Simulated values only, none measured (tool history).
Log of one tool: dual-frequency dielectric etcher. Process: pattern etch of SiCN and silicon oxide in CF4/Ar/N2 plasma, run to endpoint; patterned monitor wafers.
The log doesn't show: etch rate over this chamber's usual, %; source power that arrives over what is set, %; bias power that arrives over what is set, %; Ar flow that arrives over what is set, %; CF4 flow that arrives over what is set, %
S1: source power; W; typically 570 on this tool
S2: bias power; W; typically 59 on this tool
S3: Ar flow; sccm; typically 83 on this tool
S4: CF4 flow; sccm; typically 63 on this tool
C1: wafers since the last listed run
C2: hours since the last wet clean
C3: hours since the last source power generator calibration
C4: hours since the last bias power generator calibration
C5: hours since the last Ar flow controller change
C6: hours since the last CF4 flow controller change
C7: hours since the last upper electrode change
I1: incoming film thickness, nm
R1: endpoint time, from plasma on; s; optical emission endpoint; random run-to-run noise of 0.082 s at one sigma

Run 1, hour 0: usual settings but S4 67 sccm; C1 0; C2 388.8; C3 4323.5; C4 2431.9; C5 86.6; C6 0.5; C7 114.9; I1 16.86. Result: R1 14.8 s.
Run 2, hour 21.8: usual settings; C1 417; C2 410.6; C3 4345.3; C4 2453.7; C5 108.4; C6 22.3; C7 136.7; I1 16.8. Result: R1 14.6 s.
Run 3, hour 34.5: usual settings; C1 243; C2 423.3; C3 4358; C4 2466.4; C5 121.1; C6 35; C7 149.4; I1 16.88. Result: R1 14.7 s.
Run 4, hour 55.8: usual settings but S1 620 W, S3 77 sccm, S4 53 sccm; C1 407; C2 444.6; C3 4379.3; C4 2487.7; C5 142.4; C6 56.3; C7 170.7; I1 16.9. Result: R1 13.5 s.
Run 5, hour 85.8: usual settings but S1 640 W, S4 58 sccm; C1 574; C2 474.6; C3 4409.3; C4 2517.7; C5 172.4; C6 86.3; C7 200.7; I1 16.76. Result: R1 13.1 s.
At hour 104.1: bias power generator calibrated.
Run 6, hour 108: usual settings but S4 67 sccm; C1 348; C2 496.8; C3 4431.5; C4 3.9; C5 194.6; C6 108.5; C7 222.9; I1 16.85. Result: R1 14.6 s.
Run 7, hour 129.3: usual settings but S2 51 W, S4 50 sccm; C1 407; C2 518.1; C3 4452.8; C4 25.2; C5 215.9; C6 129.8; C7 244.2; I1 16.82. Result: R1 15.9 s.
Run 8, hour 164.6: usual settings but S2 67 W, S3 62 sccm, S4 72 sccm; C1 675; C2 553.4; C3 4488.1; C4 60.5; C5 251.2; C6 165.1; C7 279.5; I1 16.82. Result: R1 13.3 s.
At hour 219.5: wet clean of the chamber.
Run 9, hour 246.4: usual settings but S2 51 W, S3 99 sccm; C1 1106; C2 26.9; C3 4569.9; C4 142.3; C5 333; C6 246.9; C7 361.3; I1 16.76. Result: R1 16 s.
At hour 277.1: source power generator calibrated.
Run 10, hour 277.6: usual settings; C1 520; C2 58.1; C3 0.5; C4 173.5; C5 364.2; C6 278.1; C7 392.5; I1 16.55. Result: R1 14.5 s.
Run 11, hour 300.8: usual settings but S2 72 W, S4 48 sccm; C1 444; C2 81.3; C3 23.7; C4 196.7; C5 387.4; C6 301.3; C7 415.7; I1 16.77. Result: R1 14 s.
Run 12, hour 317.4: usual settings but S2 49 W, S4 75 sccm; C1 317; C2 97.9; C3 40.3; C4 213.3; C5 404; C6 317.9; C7 432.3; I1 16.91. Result: R1 15.5 s.
Run 13, hour 339.4: usual settings but S2 52 W; C1 421; C2 119.9; C3 62.3; C4 235.3; C5 426; C6 339.9; C7 454.3; I1 16.94. Result: R1 15.5 s.
Run 14, hour 374.9: usual settings but S4 50 sccm; C1 679; C2 155.4; C3 97.8; C4 270.8; C5 461.5; C6 375.4; C7 489.8; I1 16.65. Result: R1 14.9 s.
Run 15, hour 393.8: usual settings; C1 361; C2 174.3; C3 116.7; C4 289.7; C5 480.4; C6 394.3; C7 508.7; I1 16.85. Result: R1 14.8 s.
Run 16, hour 424.8: usual settings but S1 460 W; C1 593; C2 205.3; C3 147.7; C4 320.7; C5 511.4; C6 425.3; C7 539.7; I1 16.77. Result: R1 18.9 s.
Run 17, hour 496.7: usual settings but S4 69 sccm; C1 1376; C2 277.2; C3 219.6; C4 392.6; C5 583.3; C6 497.2; C7 611.6; I1 16.86. Result: R1 14.7 s.
Run 18, hour 525.6: usual settings; C1 553; C2 306.1; C3 248.5; C4 421.5; C5 612.2; C6 526.1; C7 640.5; I1 16.97. Result: R1 14.9 s.
Run 19, hour 551.5: usual settings; C1 495; C2 332; C3 274.4; C4 447.4; C5 638.1; C6 552; C7 666.4; I1 16.72. Result: R1 14.7 s.
Run 20, hour 574.5: usual settings but S4 74 sccm; C1 440; C2 355; C3 297.4; C4 470.4; C5 661.1; C6 575; C7 689.4; I1 16.7. Result: R1 14.3 s.
Run 21, hour 605.1: usual settings but S2 45 W, S3 65 sccm; C1 585; C2 385.6; C3 328; C4 501; C5 691.7; C6 605.6; C7 720; I1 16.83. Result: R1 15.3 s.
Run 22, hour 625.5: usual settings but S1 530 W, S2 49 W, S3 101 sccm, S4 77 sccm; C1 390; C2 406; C3 348.4; C4 521.4; C5 712.1; C6 626; C7 740.4; I1 16.86. Result: R1 17.5 s.
Run 23, hour 658.4: usual settings but S2 49 W; C1 629; C2 438.9; C3 381.3; C4 554.3; C5 745; C6 658.9; C7 773.3; I1 16.64. Result: R1 15.4 s.
Run 24, hour 693.9: usual settings; C1 679; C2 474.4; C3 416.8; C4 589.8; C5 780.5; C6 694.4; C7 808.8; I1 16.9. Result: R1 14.9 s.
Run 25, hour 719.9: usual settings but S2 64 W, S3 97 sccm; C1 497; C2 500.4; C3 442.8; C4 615.8; C5 806.5; C6 720.4; C7 834.8; I1 16.71. Result: R1 14.5 s.

List, for all runs, the conditions of the tool that the log does not record:
etch rate over this chamber's usual, %: 0, the same for each run
source power that arrives over what is set, %: 0, the same for each run
bias power that arrives over what is set, %: 0, the same for each run
Ar flow that arrives over what is set, %: 0, the same for each run
CF4 flow that arrives over what is set, %: 0, the same for each run
